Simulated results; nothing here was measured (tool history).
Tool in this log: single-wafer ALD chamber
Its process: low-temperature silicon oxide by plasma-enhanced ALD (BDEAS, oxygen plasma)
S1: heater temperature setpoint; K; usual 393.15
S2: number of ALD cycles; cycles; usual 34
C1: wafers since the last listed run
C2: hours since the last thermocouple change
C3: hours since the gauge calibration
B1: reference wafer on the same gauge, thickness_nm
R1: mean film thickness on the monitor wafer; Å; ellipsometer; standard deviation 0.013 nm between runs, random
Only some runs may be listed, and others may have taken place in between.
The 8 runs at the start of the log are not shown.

run    hour      S1  S2   C1      C2      C3     B1     R1
  9   588.2  393.15  38  579  2126.5  1316.7  4.615  50.37
 10   646.7  382.15  34  537  2185.0  1375.2  4.611  46.12
 11   714.1  382.15  34  619  2252.4  1442.6  4.611  46.09
 12   792.5  393.15  34  720  2330.8  1521.0  4.612  45.26
 13   832.5  393.15  34  367  2370.8  1561.0  4.606  45.18
 14   858.4  385.15  34  238  2396.7  1586.9  4.616  45.91
 15   900.2  393.15  34  384  2438.5  1628.7  4.614  45.33
 16   951.8  393.15  34  474  2490.1  1680.3  4.613  45.55
 17   989.7  393.15  34  348  2528.0  1718.2  4.604  45.50
     1004.8  -- gauge calibrated
 18  1055.6  393.15  34  605  2593.9    50.8  4.614  45.53
     1070.9  -- thermocouple changed; heater temperature recalibrated
 19  1092.5  406.15  40  265    21.6    87.7  4.608  52.19
 20  1148.4  397.15  31  513    77.5   143.6  4.611  41.25
 21  1193.6  399.15  34  415   122.7   188.8  4.607  45.04
 22  1249.5  379.15  31  513   178.6   244.7  4.612  42.06
 23  1295.6  405.15  31  423   224.7   290.8  4.607  40.64
 24  1335.4  387.15  34  365   264.5   330.6  4.608  45.81
 25  1398.1  393.15  34  576   327.2   393.3  4.606  45.39
 26  1426.7  379.15  30  262   355.8   421.9  4.617  40.97
 27  1451.7  402.15  40  229   380.8   446.9  4.600  52.19
 28  1491.1  387.15  31  362   420.2   486.3  4.606  41.61
 29  1526.5  405.15  36  325   455.6   521.7  4.615  46.90
 30  1553.3  381.15  36  246   482.4   548.5  4.612  48.91
 31  1622.9  393.15  28  639   552.0   618.1  4.605  37.31
 32  1668.5  387.15  39  419   597.6   663.7  4.610  52.60
 33  1739.0  379.15  31  647   668.1   734.2  4.608  42.27

Run 34 has not been measured yet. What should we expect?
 34  1780.1  383.15  34  377  709.2  775.3   ?   ?

Run 34 gave B1 4.611, R1 45.89 Å.
On a tool with no hidden condition, and with the same random variation, this run would have come out at R1 45.89 Å.
